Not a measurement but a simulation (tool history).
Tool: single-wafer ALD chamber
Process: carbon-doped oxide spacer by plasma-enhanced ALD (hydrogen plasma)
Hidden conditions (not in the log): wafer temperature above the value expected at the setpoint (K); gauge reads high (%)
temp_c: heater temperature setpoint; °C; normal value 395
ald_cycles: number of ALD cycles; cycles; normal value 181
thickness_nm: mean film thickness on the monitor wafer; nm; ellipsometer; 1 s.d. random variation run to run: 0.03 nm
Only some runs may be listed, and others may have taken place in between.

run   hour  temp_c  ald_cycles  wafers since the last listed run  hours since the last thermocouple change  hours since the gauge calibration  read-back reference wafer on the same gauge, thickness_nm  thickness_nm
  1    0.0     395         181                                 0                                     871.1                             1010.9                                                      8.453         8.836
  2  105.1     395         181                               273                                     976.2                             1116.0                                                      8.439         8.853
  3  182.1     395         181                               200                                    1053.2                             1193.0                                                      8.428         8.841
  4  254.8     395         165                               188                                    1125.9                             1265.7                                                      8.417         8.014
  5  311.6     395         181                               147                                    1182.7                             1322.5                                                      8.415         8.761
  6  391.2     395         181                               206                                    1262.3                             1402.1                                                      8.405         8.745
  7  470.8     395         181                               206                                    1341.9                             1481.7                                                      8.406         8.752
  8  517.2     395         192                               120                                    1388.3                             1528.1                                                      8.393         9.309
  9  574.9     395         192                               149                                    1446.0                             1585.8                                                      8.397         9.320
 10  631.3     395         192                               146                                    1502.4                             1642.2                                                      8.401         9.255
 11  737.5     395         181                               275                                    1608.6                             1748.4                                                      8.385         8.734
 12  776.6     384         181                               101                                    1647.7                             1787.5                                                      8.369         8.728
 13  824.9     384         181                               125                                    1696.0                             1835.8                                                      8.347         8.727
 14  870.0     395         181                               117                                    1741.1                             1880.9                                                      8.354         8.774
     883.7  -- gauge calibrated
 15  935.0     403         204                               168                                    1806.1                               51.3                                                      8.548         9.992

Estimate the outcome of run 16 from the log above:
 16  988.2     388         212                               138                                    1859.3                              104.5                                                          ?             ?

read-back reference wafer on the same gauge, thickness_nm: 8.543
thickness_nm: 10.501 nm
Had the tool carried no hidden state, the very same run would have given thickness_nm 10.535 nm.
